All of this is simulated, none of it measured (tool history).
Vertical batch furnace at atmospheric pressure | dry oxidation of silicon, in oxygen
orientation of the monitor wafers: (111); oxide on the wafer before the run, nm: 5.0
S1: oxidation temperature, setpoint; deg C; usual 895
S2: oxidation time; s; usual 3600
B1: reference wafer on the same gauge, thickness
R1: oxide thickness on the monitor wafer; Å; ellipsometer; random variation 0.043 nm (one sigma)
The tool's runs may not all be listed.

run 1 hour=0 | S1=895 S2=3600 | B1=33.4 | R1=301.2
run 2 hour=18.1 | S1=895 S2=3600 | B1=33.4 | R1=301.9
run 3 hour=36.2 | S1=895 S2=3600 | B1=33.41 | R1=301
run 4 hour=105.7 | S1=895 S2=3600 | B1=33.39 | R1=302.8
run 5 hour=125.5 | S1=895 S2=3600 | B1=33.4 | R1=302.7
run 6 hour=154.6 | S1=895 S2=3600 | B1=33.39 | R1=302.9
run 7 hour=167.4 | S1=895 S2=3600 | B1=33.4 | R1=301.7
run 8 hour=179.7 | S1=886 S2=2430 | B1=33.41 | R1=217.9
-- hour=184.5 gauge calibrated
run 9 hour=199 | S1=886 S2=2430 | B1=33.38 | R1=218.2
run 10 hour=221.3 | S1=886 S2=2430 | B1=33.41 | R1=217.7
run 11 hour=236.8 | S1=920 S2=3600 | B1=33.4 | R1=380.6
run 12 hour=256.5 | S1=895 S2=4440 | B1=33.4 | R1=346.1
run 13 hour=271.1 | S1=895 S2=3600 | B1=33.4 | R1=302.6
-- hour=301.8 thermocouples replaced and temperature profile calibrated
run 14 hour=302.3 | S1=913 S2=2100 | B1=33.4 | R1=243.8
run 15 hour=324.8 | S1=875 S2=2430 | B1=33.4 | R1=188.8
-- hour=369.5 boat lift adjusted
run 16 hour=370 | S1=895 S2=2130 | B1=33.4 | R1=209.2
run 17 hour=375.6 | S1=876 S2=3600 | B1=33.42 | R1=242.4
run 18 hour=388.5 | S1=895 S2=3600 | B1=33.4 | R1=290.3
run 19 hour=410.5 | S1=912 S2=3600 | B1=33.41 | R1=339.5
run 20 hour=437.8 | S1=873 S2=3600 | B1=33.42 | R1=236.3
run 21 hour=462.5 | S1=914 S2=4530 | B1=33.4 | R1=401.5

5 ways to go on from here, each from the tool as it stands after run 21. What would each give?
run A hour=468.2 | S1=916 S2=3600 | B1=? | R1=?
run B hour=468.2 | S1=917 S2=2490 | B1=? | R1=?
run C hour=468.2 | S1=876 S2=4230 | B1=? | R1=?
run D hour=468.2 | S1=874 S2=4470 | B1=? | R1=?
run E hour=468.2 | S1=887 S2=1800 | B1=? | R1=?

run=A B1=33.39 R1=353.1
run=B B1=33.39 R1=281.5
run=C B1=33.39 R1=268.7
run=D B1=33.39 R1=273
run=E B1=33.39 R1=176.8
Without the tool's hidden state the same runs would have given:
run=A R1=352.4
run=B R1=281
run=C R1=268.2
run=D R1=272.4
run=E R1=176.5

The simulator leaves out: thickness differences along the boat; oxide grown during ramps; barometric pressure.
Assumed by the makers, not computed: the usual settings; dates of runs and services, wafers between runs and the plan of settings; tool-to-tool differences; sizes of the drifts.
